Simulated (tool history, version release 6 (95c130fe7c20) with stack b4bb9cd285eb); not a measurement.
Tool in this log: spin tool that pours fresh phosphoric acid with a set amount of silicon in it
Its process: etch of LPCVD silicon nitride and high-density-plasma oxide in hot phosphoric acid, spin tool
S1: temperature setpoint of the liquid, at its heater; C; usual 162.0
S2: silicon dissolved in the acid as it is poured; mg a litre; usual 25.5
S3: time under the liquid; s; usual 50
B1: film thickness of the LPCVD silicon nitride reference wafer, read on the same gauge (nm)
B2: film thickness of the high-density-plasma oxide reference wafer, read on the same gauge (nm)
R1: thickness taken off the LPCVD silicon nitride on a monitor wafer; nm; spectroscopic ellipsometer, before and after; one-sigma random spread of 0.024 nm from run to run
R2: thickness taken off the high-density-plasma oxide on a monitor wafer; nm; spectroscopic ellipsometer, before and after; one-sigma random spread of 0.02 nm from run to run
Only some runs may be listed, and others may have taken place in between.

run   hour     S1    S2  S3      B1       B2     R1     R2
  1    0.0  162.0  37.5  45  80.012  110.031  3.933  0.057
  2   13.2  162.0  25.5  50  80.023  110.006  4.330  0.075
  3   37.9  162.0  25.5  50  79.980  109.988  4.347  0.116
  4   53.4  162.0  25.5  50  80.041  110.034  4.344  0.097
  5   71.3  162.0  25.5  50  80.015  110.016  4.327  0.109
  6   98.2  162.0  25.5  50  79.988  110.012  4.362  0.099
  7  130.2  162.0  25.5  50  79.958  110.019  4.306  0.073
  8  161.7  162.0  25.5  50  79.979  110.019  4.304  0.093
  9  183.5  162.0  25.5  50  80.038  110.007  4.295  0.106
     191.0  -- thermometer replaced
 10  213.9  162.0  25.5  50  80.039  109.999  4.091  0.076
     221.6  -- gauge calibrated
 11  238.4  165.0  43.5  25  79.983  110.041  2.245  0.025
     245.8  -- heated supply line repaired
 12  265.3  163.5  43.5  50  80.003  110.028  4.303  0.041
     278.3  -- thermometer replaced, repeated, since the last time left the tool worse
 13  289.1  162.0  33.5  50  80.023  110.007  4.536  0.097
 14  322.9  165.0  31.5  50  79.976  109.981  4.976  0.115
     344.5  -- dissolved silicon flow meter replaced
 15  358.2  163.5   9.0  80  79.996  109.996  7.538  0.258
 16  376.1  163.0  43.0  40  80.013  109.983  3.732  0.038
 17  397.6  162.0  25.5  50  79.991  109.996  4.484  0.078
 18  410.5  161.0   6.0  40  80.014  110.001  3.442  0.186
 19  445.6  162.0  41.0  50  79.991  109.988  4.456  0.062

4 options for the next run, each taken on its own from the tool as it stands now. Forecast them:
  A  446.0  162.0  25.5  50   ?   ?   ?   ?
  B  446.0  160.0  43.5  60   ?   ?   ?   ?
  C  446.0  164.0  31.0  50   ?   ?   ?   ?
  D  446.0  162.0  38.0  50   ?   ?   ?   ?

run      B1       B2     R1     R2
  A  79.997  110.017  4.463  0.094
  B  79.997  110.017  5.008  0.038
  C  79.997  110.017  4.769  0.088
  D  79.997  110.017  4.463  0.054
What these runs would have given with no unlogged condition in the tool:
run     R1     R2
  A  4.529  0.097
  B  5.083  0.039
  C  4.839  0.091
  D  4.529  0.056
